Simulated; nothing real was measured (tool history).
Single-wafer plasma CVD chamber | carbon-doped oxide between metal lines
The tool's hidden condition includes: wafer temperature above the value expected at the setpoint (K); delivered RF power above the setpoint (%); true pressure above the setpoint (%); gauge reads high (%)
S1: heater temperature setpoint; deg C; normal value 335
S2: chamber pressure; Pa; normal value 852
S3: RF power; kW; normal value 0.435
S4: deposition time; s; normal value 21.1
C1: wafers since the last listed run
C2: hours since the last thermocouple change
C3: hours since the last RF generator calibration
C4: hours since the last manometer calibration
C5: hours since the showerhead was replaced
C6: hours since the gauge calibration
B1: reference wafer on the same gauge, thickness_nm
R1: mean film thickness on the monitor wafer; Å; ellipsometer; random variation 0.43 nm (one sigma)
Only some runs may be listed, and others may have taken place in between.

run 1 hour=0 | S1=335 S2=697 S3=0.435 S4=21.1 | C1=0 C2=2128 C3=1213 C4=1938.5 C5=7955.8 C6=1.2 | B1=95.019 | R1=936.7
run 2 hour=15.4 | S1=335 S2=852 S3=0.435 S4=21.1 | C1=394 C2=2143.4 C3=1228.4 C4=1953.9 C5=7971.2 C6=16.6 | B1=94.948 | R1=954.23
run 3 hour=31.9 | S1=335 S2=852 S3=0.385 S4=21.1 | C1=423 C2=2159.9 C3=1244.9 C4=1970.4 C5=7987.7 C6=33.1 | B1=95.018 | R1=863.21
run 4 hour=42.9 | S1=335 S2=852 S3=0.385 S4=21.1 | C1=282 C2=2170.9 C3=1255.9 C4=1981.4 C5=7998.7 C6=44.1 | B1=94.977 | R1=858.92
run 5 hour=53.3 | S1=335 S2=852 S3=0.435 S4=21.1 | C1=266 C2=2181.3 C3=1266.3 C4=1991.8 C5=8009.1 C6=54.5 | B1=95.012 | R1=947.19
run 6 hour=70.8 | S1=335 S2=852 S3=0.435 S4=21.1 | C1=448 C2=2198.8 C3=1283.8 C4=2009.3 C5=8026.6 C6=72 | B1=94.89 | R1=941.36
run 7 hour=77.8 | S1=335 S2=852 S3=0.435 S4=21.1 | C1=179 C2=2205.8 C3=1290.8 C4=2016.3 C5=8033.6 C6=79 | B1=94.922 | R1=943.03
run 8 hour=86.5 | S1=335 S2=852 S3=0.485 S4=17.8 | C1=223 C2=2214.5 C3=1299.5 C4=2025 C5=8042.3 C6=87.7 | B1=95.07 | R1=865.67
run 9 hour=101.8 | S1=335 S2=852 S3=0.485 S4=17.8 | C1=392 C2=2229.8 C3=1314.8 C4=2040.3 C5=8057.6 C6=103 | B1=95.064 | R1=863.42
-- hour=122.3 showerhead replaced, of another model than before
run 10 hour=122.8 | S1=335 S2=852 S3=0.485 S4=17.8 | C1=333 C2=2250.8 C3=1335.8 C4=2061.3 C5=0.5 C6=124 | B1=95.025 | R1=866.08
-- hour=133.4 capacitance manometer re-zeroed and calibrated
run 11 hour=133.9 | S1=335 S2=852 S3=0.435 S4=21.1 | C1=79 C2=2261.9 C3=1346.9 C4=0.5 C5=11.6 C6=135.1 | B1=94.954 | R1=956.1
run 12 hour=143.1 | S1=335 S2=852 S3=0.435 S4=21.1 | C1=235 C2=2271.1 C3=1356.1 C4=9.7 C5=20.8 C6=144.3 | B1=94.972 | R1=959.61
run 13 hour=174.6 | S1=335 S2=852 S3=0.435 S4=21.1 | C1=807 C2=2302.6 C3=1387.6 C4=41.2 C5=52.3 C6=175.8 | B1=94.958 | R1=959.63
run 14 hour=182 | S1=326 S2=907 S3=0.5 S4=21.1 | C1=189 C2=2310 C3=1395 C4=48.6 C5=59.7 C6=183.2 | B1=94.967 | R1=1074.35
-- hour=205.7 RF generator calibrated
run 15 hour=206.2 | S1=335 S2=852 S3=0.35 S4=22.3 | C1=415 C2=2334.2 C3=0.5 C4=72.8 C5=83.9 C6=207.4 | B1=94.978 | R1=943.96
run 16 hour=209.4 | S1=335 S2=852 S3=0.435 S4=21.1 | C1=82 C2=2337.4 C3=3.7 C4=76 C5=87.1 C6=210.6 | B1=95.02 | R1=1004.87
run 17 hour=220.8 | S1=348 S2=852 S3=0.435 S4=24.8 | C1=292 C2=2348.8 C3=15.1 C4=87.4 C5=98.5 C6=222 | B1=94.975 | R1=1132.69
run 18 hour=231.5 | S1=339 S2=644 S3=0.435 S4=25 | C1=274 C2=2359.5 C3=25.8 C4=98.1 C5=109.2 C6=232.7 | B1=95.058 | R1=1152.35
run 19 hour=238.7 | S1=335 S2=852 S3=0.485 S4=17.8 | C1=184 C2=2366.7 C3=33 C4=105.3 C5=116.4 C6=239.9 | B1=94.983 | R1=900.72
run 20 hour=248.8 | S1=328 S2=747 S3=0.365 S4=23.8 | C1=258 C2=2376.8 C3=43.1 C4=115.4 C5=126.5 C6=250 | B1=95.131 | R1=1037.31

Estimate the outcome of run 21 from the log above:
run 21 hour=261.6 | S1=335 S2=852 S3=0.435 S4=21.1 | C1=328 C2=2389.6 C3=55.9 C4=128.2 C5=139.3 C6=262.8 | B1=? | R1=?

{"run 21": {"B1": 94.956, "R1": 999.95}}
Had the tool carried no hidden state, the very same run would have given R1 1004.32 Å.
